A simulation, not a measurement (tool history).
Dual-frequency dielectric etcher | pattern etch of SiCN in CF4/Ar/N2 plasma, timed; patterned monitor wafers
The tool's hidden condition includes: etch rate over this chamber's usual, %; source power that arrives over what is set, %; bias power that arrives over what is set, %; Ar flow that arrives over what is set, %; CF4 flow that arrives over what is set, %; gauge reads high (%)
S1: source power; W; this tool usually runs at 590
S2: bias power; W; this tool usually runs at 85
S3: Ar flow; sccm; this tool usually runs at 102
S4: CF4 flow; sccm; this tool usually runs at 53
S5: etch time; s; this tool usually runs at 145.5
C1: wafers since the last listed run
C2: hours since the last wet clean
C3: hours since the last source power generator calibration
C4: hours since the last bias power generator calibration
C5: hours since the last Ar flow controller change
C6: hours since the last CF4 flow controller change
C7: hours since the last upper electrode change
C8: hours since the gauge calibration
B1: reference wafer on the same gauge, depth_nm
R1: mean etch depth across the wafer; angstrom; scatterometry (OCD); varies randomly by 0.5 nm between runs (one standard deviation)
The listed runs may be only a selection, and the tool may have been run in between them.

run,hour,S1,S2,S3,S4,S5,C1,C2,C3,C4,C5,C6,C7,C8,B1,R1
1,0,590,85,92,47,165.5,0,179.5,4454.6,660.8,173.7,70.4,225.9,885.5,149,1748
2,59.5,590,85,102,40,111.5,433,239,4514.1,720.3,233.2,129.9,285.4,945,149,1095
3,87.3,590,74,93,53,145.5,202,266.8,4541.9,748.1,261,157.7,313.2,972.8,149,1486
4,155.5,590,76,102,41,145.5,496,335,4610.1,816.3,329.2,225.9,381.4,1041,149,1373
5,193.3,590,85,102,46,145.5,275,372.8,4647.9,854.1,367,263.7,419.2,1078.8,149,1489
6,238.4,450,85,102,46,145.5,328,417.9,4693,899.2,412.1,308.8,464.3,1123.9,149.1,1167
7,269.2,590,85,102,53,145.5,224,448.7,4723.8,930,442.9,339.6,495.1,1154.7,149,1540
# hour 302.2: wet clean of the chamber
# hour 307.3: source power generator calibrated
8,335.9,590,72,113,47,134,281,33.7,28.6,996.7,509.6,406.3,561.8,1221.4,149,1262
9,400.6,590,85,102,53,145.5,471,98.4,93.3,1061.4,574.3,471,626.5,1286.1,149,1554
10,425.9,590,85,102,59,186.5,184,123.7,118.6,1086.7,599.6,496.3,651.8,1311.4,149,2035
# hour 459.2: gauge calibrated
11,489.6,450,85,102,62,145.5,463,187.4,182.3,1150.4,663.3,560,715.5,30.4,149,1254
12,544.4,440,85,102,53,145.5,399,242.2,237.1,1205.2,718.1,614.8,770.3,85.2,149,1187
13,585.3,590,85,102,53,145.5,297,283.1,278,1246.1,759,655.7,811.2,126.1,149,1552
14,611.7,590,73,102,50,145.5,192,309.5,304.4,1272.5,785.4,682.1,837.6,152.5,149,1432
15,654.8,590,91,110,64,145.5,313,352.6,347.5,1315.6,828.5,725.2,880.7,195.6,149,1650
# hour 709: wet clean of the chamber
16,711.4,590,65,102,58,145.5,237,2.4,404.1,1372.2,885.1,781.8,937.3,252.2,149,1429
17,780,590,85,102,53,145.5,499,71,472.7,1440.8,953.7,850.4,1005.9,320.8,149,1555
18,838.3,590,85,102,53,145.5,424,129.3,531,1499.1,1012,908.7,1064.2,379.1,149.1,1560
19,907.3,530,99,102,53,145.5,502,198.3,600,1568.1,1081,977.7,1133.2,448.1,149,1492
20,935.3,660,85,102,53,184,203,226.3,628,1596.1,1109,1005.7,1161.2,476.1,149,2173

Across each entry between runs, compare the hidden state at the last listed run before it with the hidden state at the first listed run after it:
After run 7, before run 8: wet clean of the chamber (hour 302.2); source power generator calibrated (hour 307.3)
  nothing in the hidden state changes from one run to the other
After run 10, before run 11: gauge calibrated (hour 459.2)
  nothing in the hidden state changes from one run to the other
After run 15, before run 16: wet clean of the chamber (hour 709)
  nothing in the hidden state changes from one run to the other
